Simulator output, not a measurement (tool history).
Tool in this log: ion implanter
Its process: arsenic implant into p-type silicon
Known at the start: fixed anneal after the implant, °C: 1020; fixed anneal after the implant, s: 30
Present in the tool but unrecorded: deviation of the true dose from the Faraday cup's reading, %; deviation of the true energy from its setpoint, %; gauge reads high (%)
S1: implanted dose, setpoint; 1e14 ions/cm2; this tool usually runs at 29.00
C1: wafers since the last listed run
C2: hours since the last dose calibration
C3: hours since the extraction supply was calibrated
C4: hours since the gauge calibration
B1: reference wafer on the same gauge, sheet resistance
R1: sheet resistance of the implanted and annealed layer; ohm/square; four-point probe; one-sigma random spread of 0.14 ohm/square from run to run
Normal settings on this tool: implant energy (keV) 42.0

Run 1, hour 0.0: usual settings; C1 0; C2 768.5; C3 3518.3; C4 1288.1; B1 55.19. Result: R1 61.41 ohm/square.
Run 2, hour 14.3: usual settings but implant energy (keV) 53.0; C1 176; C2 782.8; C3 3532.6; C4 1302.4; B1 55.19. Result: R1 55.45 ohm/square.
Run 3, hour 47.7: usual settings but implant energy (keV) 53.0; C1 411; C2 816.2; C3 3566.0; C4 1335.8; B1 55.20. Result: R1 55.52 ohm/square.
Run 4, hour 59.8: usual settings but implant energy (keV) 53.0; C1 149; C2 828.3; C3 3578.1; C4 1347.9; B1 55.17. Result: R1 55.91 ohm/square.
Run 5, hour 167.7: usual settings; C1 1328; C2 936.2; C3 3686.0; C4 1455.8; B1 55.20. Result: R1 61.38 ohm/square.
Run 6, hour 189.8: usual settings; C1 272; C2 958.3; C3 3708.1; C4 1477.9; B1 55.19. Result: R1 61.33 ohm/square.
Run 7, hour 205.5: usual settings; C1 193; C2 974.0; C3 3723.8; C4 1493.6; B1 55.19. Result: R1 61.21 ohm/square.
Run 8, hour 236.0: usual settings but implant energy (keV) 31.0; C1 375; C2 1004.5; C3 3754.3; C4 1524.1; B1 55.15. Result: R1 68.97 ohm/square.
At hour 251.1: gauge calibrated.
Run 9, hour 256.9: usual settings but implant energy (keV) 31.0; C1 257; C2 1025.4; C3 3775.2; C4 5.8; B1 55.23. Result: R1 68.99 ohm/square.
Run 10, hour 287.9: usual settings but S1 25.90 1e14 ions/cm2, implant energy (keV) 52.0; C1 381; C2 1056.4; C3 3806.2; C4 36.8; B1 55.20. Result: R1 58.02 ohm/square.
Run 11, hour 314.4: usual settings but implant energy (keV) 31.5; C1 326; C2 1082.9; C3 3832.7; C4 63.3; B1 55.22. Result: R1 68.38 ohm/square.
Run 12, hour 339.5: usual settings but implant energy (keV) 31.5; C1 309; C2 1108.0; C3 3857.8; C4 88.4; B1 55.17. Result: R1 68.56 ohm/square.
Run 13, hour 408.1: usual settings; C1 844; C2 1176.6; C3 3926.4; C4 157.0; B1 55.18. Result: R1 61.28 ohm/square.
Run 14, hour 425.5: usual settings; C1 214; C2 1194.0; C3 3943.8; C4 174.4; B1 55.18. Result: R1 61.30 ohm/square.
Run 15, hour 438.1: usual settings; C1 155; C2 1206.6; C3 3956.4; C4 187.0; B1 55.18. Result: R1 61.42 ohm/square.
Run 16, hour 462.7: usual settings but S1 32.40 1e14 ions/cm2; C1 302; C2 1231.2; C3 3981.0; C4 211.6; B1 55.22. Result: R1 59.54 ohm/square.
Run 17, hour 487.1: usual settings but S1 31.74 1e14 ions/cm2, implant energy (keV) 30.5; C1 300; C2 1255.6; C3 4005.4; C4 236.0; B1 55.21. Result: R1 67.90 ohm/square.
Run 18, hour 522.5: usual settings but S1 26.60 1e14 ions/cm2, implant energy (keV) 35.0; C1 436; C2 1291.0; C3 4040.8; C4 271.4; B1 55.19. Result: R1 67.20 ohm/square.
Run 19, hour 549.3: usual settings but S1 25.29 1e14 ions/cm2; C1 330; C2 1317.8; C3 4067.6; C4 298.2; B1 55.20. Result: R1 63.55 ohm/square.
Run 20, hour 579.6: usual settings but S1 32.00 1e14 ions/cm2, implant energy (keV) 56.5; C1 373; C2 1348.1; C3 4097.9; C4 328.5; B1 55.19. Result: R1 52.25 ohm/square.
Run 21, hour 596.6: usual settings but S1 31.24 1e14 ions/cm2, implant energy (keV) 51.0; C1 209; C2 1365.1; C3 4114.9; C4 345.5; B1 55.23. Result: R1 54.65 ohm/square.
Run 22, hour 616.2: usual settings but S1 34.26 1e14 ions/cm2, implant energy (keV) 31.5; C1 241; C2 1384.7; C3 4134.5; C4 365.1; B1 55.23. Result: R1 66.24 ohm/square.
Run 23, hour 639.6: usual settings but S1 22.83 1e14 ions/cm2; C1 288; C2 1408.1; C3 4157.9; C4 388.5; B1 55.23. Result: R1 65.56 ohm/square.
At hour 673.7: Faraday cup replaced and dose calibrated.
At hour 677.9: extraction supply calibrated.
Run 24, hour 678.4: usual settings but implant energy (keV) 31.0; C1 328; C2 4.7; C3 0.5; C4 427.3; B1 55.20. Result: R1 69.17 ohm/square.
Run 25, hour 703.3: usual settings but S1 20.72 1e14 ions/cm2, implant energy (keV) 56.0; C1 306; C2 29.6; C3 25.4; C4 452.2; B1 55.17. Result: R1 62.84 ohm/square.
Run 26, hour 738.5: usual settings but S1 31.74 1e14 ions/cm2, implant energy (keV) 30.5; C1 433; C2 64.8; C3 60.6; C4 487.4; B1 55.20. Result: R1 68.01 ohm/square.
Run 27, hour 763.9: usual settings; C1 312; C2 90.2; C3 86.0; C4 512.8; B1 55.20. Result: R1 61.62 ohm/square.
Run 28, hour 784.8: usual settings but S1 31.90 1e14 ions/cm2; C1 257; C2 111.1; C3 106.9; C4 533.7; B1 55.23. Result: R1 60.26 ohm/square.
Run 29, hour 808.7: usual settings; C1 294; C2 135.0; C3 130.8; C4 557.6; B1 55.18. Result: R1 61.60 ohm/square.
Run 30, hour 840.3: usual settings but S1 32.76 1e14 ions/cm2, implant energy (keV) 35.0; C1 389; C2 166.6; C3 162.4; C4 589.2; B1 55.20. Result: R1 64.49 ohm/square.
Run 31, hour 866.0: usual settings but S1 25.53 1e14 ions/cm2, implant energy (keV) 46.0; C1 316; C2 192.3; C3 188.1; C4 614.9; B1 55.19. Result: R1 61.80 ohm/square.
Run 32, hour 935.5: usual settings; C1 856; C2 261.8; C3 257.6; C4 684.4; B1 55.21. Result: R1 61.69 ohm/square.
Run 33, hour 969.2: usual settings; C1 415; C2 295.5; C3 291.3; C4 718.1; B1 55.23. Result: R1 61.50 ohm/square.
Run 34, hour 987.1: usual settings but S1 25.16 1e14 ions/cm2, implant energy (keV) 36.5; C1 220; C2 313.4; C3 309.2; C4 736.0; B1 55.23. Result: R1 68.13 ohm/square.
Run 35, hour 1002.3: usual settings; C1 187; C2 328.6; C3 324.4; C4 751.2; B1 55.20. Result: R1 61.64 ohm/square.
Run 36, hour 1018.3: usual settings but S1 34.51 1e14 ions/cm2, implant energy (keV) 50.5; C1 197; C2 344.6; C3 340.4; C4 767.2; B1 55.17. Result: R1 54.22 ohm/square.
Run 37, hour 1035.9: usual settings but S1 31.96 1e14 ions/cm2, implant energy (keV) 55.5; C1 216; C2 362.2; C3 358.0; C4 784.8; B1 55.19. Result: R1 53.03 ohm/square.

Each row is a separate what-if for the run after 37, all from the same tool condition, not one after another. Results?
Run A, hour 1036.3: usual settings but implant energy (keV) 46.5; C1 4; C2 362.6; C3 358.4; C4 785.2; B1 ?. Result: R1 ?.
Run B, hour 1036.3: usual settings but S1 23.39 1e14 ions/cm2, implant energy (keV) 36.0; C1 4; C2 362.6; C3 358.4; C4 785.2; B1 ?. Result: R1 ?.
Run C, hour 1036.3: usual settings but S1 22.22 1e14 ions/cm2, implant energy (keV) 56.5; C1 4; C2 362.6; C3 358.4; C4 785.2; B1 ?. Result: R1 ?.
Run D, hour 1036.3: usual settings but S1 21.13 1e14 ions/cm2, implant energy (keV) 38.5; C1 4; C2 362.6; C3 358.4; C4 785.2; B1 ?. Result: R1 ?.

run     B1     R1
  A  55.22  58.97
  B  55.22  69.80
  C  55.22  60.45
  D  55.22  70.81
Without the tool's hidden state the same runs would have given:
run     R1
  A  59.15
  B  70.04
  C  60.75
  D  71.10
